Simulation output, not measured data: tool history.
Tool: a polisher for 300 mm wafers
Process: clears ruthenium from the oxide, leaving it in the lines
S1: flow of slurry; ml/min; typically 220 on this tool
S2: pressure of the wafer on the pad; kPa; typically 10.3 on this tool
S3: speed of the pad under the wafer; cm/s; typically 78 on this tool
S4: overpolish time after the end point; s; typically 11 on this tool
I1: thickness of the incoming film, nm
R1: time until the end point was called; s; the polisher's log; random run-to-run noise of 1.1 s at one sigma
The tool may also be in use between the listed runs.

run    hour   S1    S2   S3  S4    I1     R1
  1       0  220  10.3   78  11  49.6   84.4
  2    73.1  220  10.3   78  11  49.3   83.7
  3   130.7  220  10.3   78  11  49.6   84.9
  4   175.3  220  10.3   78  11  50.8   87.5
  5   242.5  220  10.3   78  11  50.9   91.3
  6   282.2  220  10.3   56  11  50.7  123.4
  7     333  160   9.7   78  11  50.1  102.7
  8   399.9  160   9.7   78  11  49.9   99.8
  9   501.1  160   9.7   78  11  50.2  103.3
 10   581.1  220  10.3   78  11  50.3   93.7
 11   653.6  220  10.3   78  11  48.9   90.3
 12   748.3  220  10.3   78  11  50.7   85.9
 13   833.5  145  10.3   78  11  49.4   92.1
 14   870.8  220  10.3   78  11  50.4   87.2
 15   939.4  220     9   90  11  49.6   88.4
 16   975.9  220   6.9   78  11    50  133.8
 17  1077.3  220   8.3   78  11  49.9    112
 18  1157.1  220  10.3   92   5  50.7     78
 19  1195.4  180  13.1  106  13  49.8   55.3
 20  1277.9  220  10.3   78  11  49.7   93.3
 21  1344.8  200  13.8   92  11    50     55
 22  1445.6  270  10.3   78  11  50.1   86.5
 23  1512.7  220  10.3   78  11  49.2   87.2
 24  1694.6  220  10.3   78  16  49.3     89
 25  1760.9  220  10.3   78  11    50     92
 26  1837.3  220  13.1   54  11  49.9    107
 27  1914.3  265   9.7   98  17  50.6   70.7
 28  1966.2  220  10.3   78  11  50.9   87.7
 29  2018.9  180  10.3   78  11  50.4   88.9
 30  2105.6  220     9   78  11  50.1   99.2
 31  2203.5  220  10.3   78  11  50.6   86.3
 32  2257.7  220  10.3   78   5  50.5   88.4
 33  2295.8  220  10.3   78   8  50.3   88.8
 34  2359.6  220  10.3   78  11  49.9   89.6
 35  2397.9  220  11.7   78  11  49.4   77.6
 36  2457.5  220  10.3   78  11  49.4   91.4
 37  2548.8  220  10.3   78  11    50   93.9

Between the runs listed above, the log contained 10 entries, not reproduced here. Where in the sequence does each belong, and how does what the log doesn't record of the tool's condition differ from the listed run before to the listed run after?
Logged between run 4 and run 5: slurry nozzle cleaned (hour 221.4)
  removal rate lost through wear of the pad, %: 3.11 -> 4.24
  measured minus no-state result, R1: +2.7 -> +3.9 s
Logged between run 8 and run 9: head pressure recalibrated (hour 499.6)
  removal rate lost through wear of the pad, %: 6.89 -> 8.6
  measured minus no-state result, R1: +6.9 -> +8.9 s
Logged between run 11 and run 12: worn pad replaced by a new one (hour 671)
  removal rate lost through wear of the pad, %: 11.2 -> 1.44
  measured minus no-state result, R1: +10.1 -> +1.2 s
Logged between run 15 and run 16: slurry nozzle cleaned (hour 971.1)
  removal rate lost through wear of the pad, %: 4.66 -> 5.28
  measured minus no-state result, R1: +4.1 -> +7.1 s
Logged between run 20 and run 21: head pressure recalibrated (hour 1286.5); worn pad replaced by a new one (hour 1293.8)
  removal rate lost through wear of the pad, %: 10.4 -> 2.74
  measured minus no-state result, R1: +9.6 -> +1.5 s
Logged between run 23 and run 24: slurry nozzle cleaned (hour 1690.8)
  removal rate lost through wear of the pad, %: 5.57 -> 8.64
  measured minus no-state result, R1: +4.8 -> +7.6 s
Logged between run 26 and run 27: worn pad replaced by a new one (hour 1913.8)
  removal rate lost through wear of the pad, %: 11 -> 0.13
  measured minus no-state result, R1: +11.8 -> +0.1 s
Logged between run 29 and run 30: head pressure recalibrated (hour 2050.7)
  removal rate lost through wear of the pad, %: 1.89 -> 3.35
  measured minus no-state result, R1: +1.7 -> +3.3 s
Logged between run 36 and run 37: slurry nozzle cleaned (hour 2504.5)
  removal rate lost through wear of the pad, %: 9.28 -> 10.8
  measured minus no-state result, R1: +8.5 -> +10.2 s
